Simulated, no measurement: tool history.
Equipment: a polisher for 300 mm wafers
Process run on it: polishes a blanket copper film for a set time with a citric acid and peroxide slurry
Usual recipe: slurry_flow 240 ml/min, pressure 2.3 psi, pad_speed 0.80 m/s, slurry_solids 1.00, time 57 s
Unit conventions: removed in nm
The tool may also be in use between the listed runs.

run,hour,slurry_flow,pressure,pad_speed,slurry_solids,time,wafers since the last listed run,wafers polished on this pad,hours since the slurry nozzle was cleaned,hours since the head pressure was calibrated,hours since the slurry blender was calibrated,"incoming thickness of the incoming film, nm",removed
1,0.0,240,2.3,0.80,1.00,51,0,598,197.2,421.8,227.0,525.1,55.2
# hour 57.0: head pressure recalibrated
2,64.5,240,2.3,0.80,1.00,51,539,1137,261.7,7.5,291.5,528.5,53.8
3,108.1,240,2.3,0.68,1.00,57,376,1513,305.3,51.1,335.1,533.8,54.6
4,166.3,240,2.3,0.80,1.00,57,502,2016,363.5,109.3,393.3,524.1,60.8
# hour 220.5: slurry nozzle cleaned
5,222.4,240,2.3,0.80,1.00,57,475,2491,1.9,165.4,449.4,531.9,65.0
6,251.6,240,2.3,0.80,1.00,57,251,2743,31.1,194.6,478.6,518.3,64.6
7,286.7,240,2.3,0.80,1.00,57,302,3046,66.2,229.7,513.7,536.5,62.8
# hour 317.5: worn pad replaced by a new one
# hour 337.3: slurry blender recalibrated
8,357.5,240,2.7,0.80,1.00,57,559,327,137.0,300.5,20.2,529.3,72.2
9,416.0,240,2.7,0.80,1.00,57,504,832,195.5,359.0,78.7,538.1,71.5
10,448.0,240,2.3,0.80,1.00,49,276,1108,227.5,391.0,110.7,523.1,51.5
11,506.0,240,2.3,0.80,1.00,44,500,1608,285.5,449.0,168.7,521.9,46.4
# hour 522.4: head pressure recalibrated
12,558.3,175,2.3,1.02,1.00,63,434,2042,337.8,35.9,221.0,529.8,70.4
# hour 569.9: slurry nozzle cleaned
13,600.6,200,2.3,1.00,1.00,63,356,2399,30.7,78.2,263.3,537.9,78.3
14,639.1,210,1.7,0.80,1.00,57,332,2731,69.2,116.7,301.8,536.2,46.4
15,676.4,240,2.3,0.80,1.00,57,321,3053,106.5,154.0,339.1,540.1,62.5
# hour 698.1: worn pad replaced by a new one
16,741.5,165,2.3,0.80,1.00,57,527,374,171.6,219.1,404.2,526.2,55.2
17,781.7,240,2.3,0.56,0.75,64,346,721,211.8,259.3,444.4,535.9,51.3
18,845.3,200,2.3,0.80,1.00,66,548,1270,275.4,322.9,508.0,534.3,64.9
# hour 850.1: slurry blender recalibrated
19,871.5,240,1.9,0.80,1.00,57,208,1478,301.6,349.1,21.4,536.0,48.4
20,911.3,240,2.3,0.80,0.75,43,343,1822,341.4,388.9,61.2,528.4,40.2
# hour 915.8: slurry nozzle cleaned
21,943.9,240,2.3,0.80,1.00,40,272,2094,28.1,421.5,93.8,523.1,45.9
22,1007.1,240,2.3,0.80,1.00,57,545,2640,91.3,484.7,157.0,532.2,63.8
# hour 1015.0: worn pad replaced by a new one
23,1053.4,205,2.3,1.00,1.20,69,364,331,137.6,531.0,203.3,523.2,90.5
24,1081.7,240,2.3,0.80,1.00,57,244,575,165.9,559.3,231.6,538.4,61.5
# hour 1111.8: head pressure recalibrated
25,1112.3,240,2.3,0.80,1.00,57,246,822,196.5,0.5,262.2,526.6,60.5
26,1157.6,240,2.3,0.80,1.25,57,390,1213,241.8,45.8,307.5,535.4,65.1
27,1184.1,240,2.8,0.80,1.00,57,228,1441,268.3,72.3,334.0,527.7,73.4
28,1246.4,240,2.3,0.80,1.20,57,537,1979,330.6,134.6,396.3,534.0,62.0
29,1295.9,240,1.8,0.80,0.75,43,427,2406,380.1,184.1,445.8,523.5,32.5
# hour 1317.2: slurry nozzle cleaned
# hour 1331.3: worn pad replaced by a new one
30,1349.9,185,2.3,0.56,1.00,39,422,160,32.7,238.1,499.8,530.7,34.3
# hour 1374.5: slurry blender recalibrated
31,1400.6,215,1.8,0.92,1.20,57,420,580,83.4,288.8,26.1,531.2,55.3

Below, some changes in removed between adjacent runs. For each, the amount present without the hidden state too (settings, incoming material, random variation) and the amount remaining for the hidden state with gauge scatter not shared by both compared results:
The tool's hidden condition here consists of: removal rate lost through wear of the pad, %; slurry flow missing at the pad, %; deviation of the head's pressure from its setpoint, %; abrasive missing from the slurry, %.
Run 4 -> 5: slurry nozzle cleaned. removed +4.2 nm: hidden state +4.9, all else -0.7.
Run 11 -> 12: slurry_flow 240 -> 175, pad_speed 0.80 -> 1.02, time 44 -> 63, head pressure recalibrated. removed +24.0 nm: hidden state -6.1, all else +30.1.
Run 12 -> 13: slurry_flow 175 -> 200, pad_speed 1.02 -> 1.00, slurry nozzle cleaned. removed +7.9 nm: hidden state +8.4, all else -0.5.
Run 13 -> 14: slurry_flow 200 -> 210, pressure 2.3 -> 1.7, pad_speed 1.00 -> 0.80, time 63 -> 57. removed -31.9 nm: hidden state +0.0, all else -31.9.
Run 23 -> 24: slurry_flow 205 -> 240, pad_speed 1.00 -> 0.80, slurry_solids 1.20 -> 1.00, time 69 -> 57. removed -29.0 nm: hidden state +2.0, all else -31.0.
Run 28 -> 29: pressure 2.3 -> 1.8, slurry_solids 1.20 -> 0.75, time 57 -> 43. removed -29.5 nm: hidden state +2.7, all else -32.2.

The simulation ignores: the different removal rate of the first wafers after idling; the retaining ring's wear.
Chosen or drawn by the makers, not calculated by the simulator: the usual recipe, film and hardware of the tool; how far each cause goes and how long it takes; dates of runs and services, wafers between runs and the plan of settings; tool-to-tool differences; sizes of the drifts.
